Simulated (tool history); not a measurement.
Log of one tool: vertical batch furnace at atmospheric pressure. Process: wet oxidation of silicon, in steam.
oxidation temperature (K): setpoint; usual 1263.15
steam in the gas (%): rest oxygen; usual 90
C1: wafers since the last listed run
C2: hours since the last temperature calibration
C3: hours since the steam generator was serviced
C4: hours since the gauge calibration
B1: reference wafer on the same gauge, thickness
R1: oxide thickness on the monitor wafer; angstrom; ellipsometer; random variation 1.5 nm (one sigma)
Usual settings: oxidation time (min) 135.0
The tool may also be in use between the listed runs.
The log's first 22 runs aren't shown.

{"run": 23, "hour": 469.8, "oxidation temperature (K)": 1263.15, "oxidation time (min)": 97.5, "steam in the gas (%)": 90, "C1": 354, "C2": 245.0, "C3": 125.5, "C4": 317.4, "B1": 569.56, "R1": 4517.7}
{"run": 24, "hour": 484.3, "oxidation temperature (K)": 1247.15, "oxidation time (min)": 135.0, "steam in the gas (%)": 90, "C1": 106, "C2": 259.5, "C3": 140.0, "C4": 331.9, "B1": 569.84, "R1": 5029.2}
{"run": 25, "hour": 493.6, "oxidation temperature (K)": 1263.15, "oxidation time (min)": 71.5, "steam in the gas (%)": 90, "C1": 68, "C2": 268.8, "C3": 149.3, "C4": 341.2, "B1": 569.84, "R1": 3646.2}
{"run": 26, "hour": 513.9, "oxidation temperature (K)": 1280.15, "oxidation time (min)": 85.5, "steam in the gas (%)": 78, "C1": 148, "C2": 289.1, "C3": 169.6, "C4": 361.5, "B1": 570.05, "R1": 4197.9}
{"run": 27, "hour": 533.4, "oxidation temperature (K)": 1263.15, "oxidation time (min)": 135.0, "steam in the gas (%)": 90, "C1": 143, "C2": 308.6, "C3": 189.1, "C4": 381.0, "B1": 569.27, "R1": 5606.4}
{"run": 28, "hour": 543.7, "oxidation temperature (K)": 1263.15, "oxidation time (min)": 135.0, "steam in the gas (%)": 90, "C1": 75, "C2": 318.9, "C3": 199.4, "C4": 391.3, "B1": 570.15, "R1": 5582.0}
{"run": 29, "hour": 556.7, "oxidation temperature (K)": 1245.15, "oxidation time (min)": 200.0, "steam in the gas (%)": 81, "C1": 95, "C2": 331.9, "C3": 212.4, "C4": 404.3, "B1": 569.16, "R1": 5978.4}
{"run": 30, "hour": 568.8, "oxidation temperature (K)": 1263.15, "oxidation time (min)": 135.0, "steam in the gas (%)": 90, "C1": 88, "C2": 344.0, "C3": 224.5, "C4": 416.4, "B1": 570.21, "R1": 5584.0}
{"run": 31, "hour": 582.4, "oxidation temperature (K)": 1246.15, "oxidation time (min)": 174.0, "steam in the gas (%)": 86, "C1": 99, "C2": 357.6, "C3": 238.1, "C4": 430.0, "B1": 570.44, "R1": 5719.4}
{"run": 32, "hour": 596.9, "oxidation temperature (K)": 1263.15, "oxidation time (min)": 135.0, "steam in the gas (%)": 90, "C1": 106, "C2": 372.1, "C3": 252.6, "C4": 444.5, "B1": 570.18, "R1": 5578.7}
{"run": 33, "hour": 606.2, "oxidation temperature (K)": 1248.15, "oxidation time (min)": 135.0, "steam in the gas (%)": 79, "C1": 68, "C2": 381.4, "C3": 261.9, "C4": 453.8, "B1": 569.91, "R1": 4610.1}
{"run": 34, "hour": 628.6, "oxidation temperature (K)": 1263.15, "oxidation time (min)": 135.0, "steam in the gas (%)": 90, "C1": 164, "C2": 403.8, "C3": 284.3, "C4": 476.2, "B1": 570.16, "R1": 5584.1}
{"hour": 634.3, "done": "gauge calibrated"}
{"run": 35, "hour": 640.3, "oxidation temperature (K)": 1287.15, "oxidation time (min)": 194.0, "steam in the gas (%)": 95, "C1": 85, "C2": 415.5, "C3": 296.0, "C4": 6.0, "B1": 569.98, "R1": 8300.4}
{"run": 36, "hour": 663.8, "oxidation temperature (K)": 1263.15, "oxidation time (min)": 135.0, "steam in the gas (%)": 84, "C1": 172, "C2": 439.0, "C3": 319.5, "C4": 29.5, "B1": 569.78, "R1": 5323.6}
{"run": 37, "hour": 682.3, "oxidation temperature (K)": 1269.15, "oxidation time (min)": 135.0, "steam in the gas (%)": 90, "C1": 135, "C2": 457.5, "C3": 338.0, "C4": 48.0, "B1": 570.45, "R1": 5772.8}
{"run": 38, "hour": 702.3, "oxidation temperature (K)": 1263.15, "oxidation time (min)": 135.0, "steam in the gas (%)": 90, "C1": 146, "C2": 477.5, "C3": 358.0, "C4": 68.0, "B1": 569.71, "R1": 5565.1}

4 ways to go on from here, each from the tool as it stands after run 38. What would each give?
{"run": "A", "hour": 708.3, "oxidation temperature (K)": 1263.15, "oxidation time (min)": 80.0, "steam in the gas (%)": 90, "C1": 44, "C2": 483.5, "C3": 364.0, "C4": 74.0, "B1": "?", "R1": "?"}
{"run": "B", "hour": 708.3, "oxidation temperature (K)": 1238.15, "oxidation time (min)": 73.5, "steam in the gas (%)": 84, "C1": 44, "C2": 483.5, "C3": 364.0, "C4": 74.0, "B1": "?", "R1": "?"}
{"run": "C", "hour": 708.3, "oxidation temperature (K)": 1263.15, "oxidation time (min)": 198.5, "steam in the gas (%)": 87, "C1": 44, "C2": 483.5, "C3": 364.0, "C4": 74.0, "B1": "?", "R1": "?"}
{"run": "D", "hour": 708.3, "oxidation temperature (K)": 1263.15, "oxidation time (min)": 95.0, "steam in the gas (%)": 81, "C1": 44, "C2": 483.5, "C3": 364.0, "C4": 74.0, "B1": "?", "R1": "?"}

run=A B1=570.09 R1=3937.3
run=B B1=570.09 R1=2876.4
run=C B1=570.09 R1=6981.6
run=D B1=570.09 R1=4120.5
Without the tool's hidden state the same runs would have given:
run=A R1=3992.9
run=B R1=2921.0
run=C R1=7071.4
run=D R1=4178.2
